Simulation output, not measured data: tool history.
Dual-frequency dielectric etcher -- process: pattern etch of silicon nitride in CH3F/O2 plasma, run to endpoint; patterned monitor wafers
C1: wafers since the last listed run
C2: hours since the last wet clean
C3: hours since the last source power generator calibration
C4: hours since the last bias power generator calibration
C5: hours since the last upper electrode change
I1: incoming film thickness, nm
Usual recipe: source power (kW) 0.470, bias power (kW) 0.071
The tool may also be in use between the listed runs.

Run 1, hour 0.0: usual settings; C1 0; C2 259.7; C3 1521.8; C4 2839.6; C5 1258.7; I1 110.7. Result: endpoint time (s) 116.3.
Run 2, hour 70.0: usual settings; C1 441; C2 329.7; C3 1591.8; C4 2909.6; C5 1328.7; I1 111.1. Result: endpoint time (s) 115.8.
Run 3, hour 133.4: usual settings but bias power (kW) 0.082; C1 399; C2 393.1; C3 1655.2; C4 2973.0; C5 1392.1; I1 111.3. Result: endpoint time (s) 108.2.
At hour 310.1: wet clean of the chamber.
Run 4, hour 313.8: usual settings but bias power (kW) 0.082; C1 986; C2 3.7; C3 1835.6; C4 3153.4; C5 1572.5; I1 112.0. Result: endpoint time (s) 112.0.
Run 5, hour 389.1: usual settings but bias power (kW) 0.082; C1 474; C2 79.0; C3 1910.9; C4 3228.7; C5 1647.8; I1 110.9. Result: endpoint time (s) 109.1.
Run 6, hour 473.0: usual settings but source power (kW) 0.540; C1 529; C2 162.9; C3 1994.8; C4 3312.6; C5 1731.7; I1 111.7. Result: endpoint time (s) 109.5.
Run 7, hour 528.3: usual settings but source power (kW) 0.490, bias power (kW) 0.085; C1 348; C2 218.2; C3 2050.1; C4 3367.9; C5 1787.0; I1 110.3. Result: endpoint time (s) 104.8.
Run 8, hour 577.4: usual settings but source power (kW) 0.490, bias power (kW) 0.085; C1 309; C2 267.3; C3 2099.2; C4 3417.0; C5 1836.1; I1 111.1. Result: endpoint time (s) 104.3.
Run 9, hour 632.0: usual settings; C1 344; C2 321.9; C3 2153.8; C4 3471.6; C5 1890.7; I1 112.3. Result: endpoint time (s) 116.5.
Run 10, hour 677.1: usual settings; C1 284; C2 367.0; C3 2198.9; C4 3516.7; C5 1935.8; I1 111.0. Result: endpoint time (s) 115.2.
Run 11, hour 754.5: usual settings; C1 488; C2 444.4; C3 2276.3; C4 3594.1; C5 2013.2; I1 110.9. Result: endpoint time (s) 114.2.
At hour 813.7: wet clean of the chamber.
Run 12, hour 814.1: usual settings but source power (kW) 0.520, bias power (kW) 0.076; C1 224; C2 0.4; C3 2335.9; C4 3653.7; C5 2072.8; I1 111.5. Result: endpoint time (s) 108.8.
Run 13, hour 887.7: usual settings; C1 464; C2 74.0; C3 2409.5; C4 3727.3; C5 2146.4; I1 111.4. Result: endpoint time (s) 116.2.
At hour 897.7: source power generator calibrated.
Run 14, hour 986.3: usual settings; C1 596; C2 172.6; C3 88.6; C4 3825.9; C5 2245.0; I1 110.7. Result: endpoint time (s) 114.9.
Run 15, hour 1079.4: usual settings; C1 587; C2 265.7; C3 181.7; C4 3919.0; C5 2338.1; I1 111.5. Result: endpoint time (s) 116.0.
Run 16, hour 1177.8: usual settings; C1 620; C2 364.1; C3 280.1; C4 4017.4; C5 2436.5; I1 110.4. Result: endpoint time (s) 113.6.
Run 17, hour 1274.3: usual settings but source power (kW) 0.430; C1 608; C2 460.6; C3 376.6; C4 4113.9; C5 2533.0; I1 111.2. Result: endpoint time (s) 118.3.
At hour 1314.0: upper electrode replaced.
At hour 1329.8: wet clean of the chamber.
Run 18, hour 1364.6: usual settings; C1 318; C2 34.8; C3 466.9; C4 4204.2; C5 50.6; I1 111.5. Result: endpoint time (s) 116.9.
Run 19, hour 1425.3: usual settings but source power (kW) 0.520, bias power (kW) 0.060; C1 382; C2 95.5; C3 527.6; C4 4264.9; C5 111.3; I1 110.3. Result: endpoint time (s) 118.2.
Run 20, hour 1500.3: usual settings; C1 473; C2 170.5; C3 602.6; C4 4339.9; C5 186.3; I1 111.5. Result: endpoint time (s) 116.2.
Run 21, hour 1585.3: usual settings; C1 536; C2 255.5; C3 687.6; C4 4424.9; C5 271.3; I1 111.4. Result: endpoint time (s) 115.6.
Run 22, hour 1634.5: usual settings; C1 310; C2 304.7; C3 736.8; C4 4474.1; C5 320.5; I1 110.9. Result: endpoint time (s) 114.9.
Run 23, hour 1682.7: usual settings but source power (kW) 0.380, bias power (kW) 0.055; C1 304; C2 352.9; C3 785.0; C4 4522.3; C5 368.7; I1 112.2. Result: endpoint time (s) 144.6.
At hour 1734.0: bias power generator calibrated.
Run 24, hour 1748.1: usual settings but source power (kW) 0.420, bias power (kW) 0.080; C1 387; C2 418.3; C3 850.4; C4 14.1; C5 434.1; I1 111.3. Result: endpoint time (s) 114.6.
Run 25, hour 1851.0: usual settings but bias power (kW) 0.078; C1 649; C2 521.2; C3 953.3; C4 117.0; C5 537.0; I1 110.0. Result: endpoint time (s) 108.2.
At hour 1894.4: wet clean of the chamber.
Run 26, hour 2141.2: usual settings but source power (kW) 0.430, bias power (kW) 0.054; C1 1679; C2 246.8; C3 1243.5; C4 407.2; C5 827.2; I1 111.4. Result: endpoint time (s) 137.6.
Run 27, hour 2234.2: usual settings but source power (kW) 0.400; C1 586; C2 339.8; C3 1336.5; C4 500.2; C5 920.2; I1 111.8. Result: endpoint time (s) 126.4.
Run 28, hour 2309.5: usual settings but source power (kW) 0.370; C1 474; C2 415.1; C3 1411.8; C4 575.5; C5 995.5; I1 111.3. Result: endpoint time (s) 130.1.
Run 29, hour 2408.7: usual settings; C1 625; C2 514.3; C3 1511.0; C4 674.7; C5 1094.7; I1 111.2. Result: endpoint time (s) 115.1.
At hour 2459.5: wet clean of the chamber.
Run 30, hour 2495.9: usual settings but source power (kW) 0.430, bias power (kW) 0.054; C1 398; C2 36.4; C3 1598.2; C4 761.9; C5 1181.9; I1 110.6. Result: endpoint time (s) 136.3.
Run 31, hour 2547.8: usual settings but source power (kW) 0.380; C1 327; C2 88.3; C3 1650.1; C4 813.8; C5 1233.8; I1 110.5. Result: endpoint time (s) 129.1.
Run 32, hour 2670.6: usual settings but source power (kW) 0.510, bias power (kW) 0.078; C1 774; C2 211.1; C3 1772.9; C4 936.6; C5 1356.6; I1 110.3. Result: endpoint time (s) 106.1.
Run 33, hour 2774.9: usual settings; C1 657; C2 315.4; C3 1877.2; C4 1040.9; C5 1460.9; I1 111.5. Result: endpoint time (s) 114.9.

Hidden state, per run?
source power that arrives over what is set, %: 0 at every run
bias power that arrives over what is set, %: 0 at every run
H1: etch rate over this chamber's usual, %
run      H1
  1   0.894
  2    1.32
  3    1.71
  4  -0.235
  5   0.226
  6   0.739
  7    1.08
  8    1.38
  9    1.71
 10    1.99
 11    2.46
 12   0.224
 13   0.674
 14    1.28
 15    1.85
 16    2.45
 17    3.04
 18   0.613
 19   0.984
 20    1.44
 21    1.96
 22    2.26
 23    2.56
 24    2.96
 25    3.59
 26   0.928
 27     1.5
 28    1.96
 29    2.56
 30   0.393
 31    0.71
 32    1.46
 33     2.1

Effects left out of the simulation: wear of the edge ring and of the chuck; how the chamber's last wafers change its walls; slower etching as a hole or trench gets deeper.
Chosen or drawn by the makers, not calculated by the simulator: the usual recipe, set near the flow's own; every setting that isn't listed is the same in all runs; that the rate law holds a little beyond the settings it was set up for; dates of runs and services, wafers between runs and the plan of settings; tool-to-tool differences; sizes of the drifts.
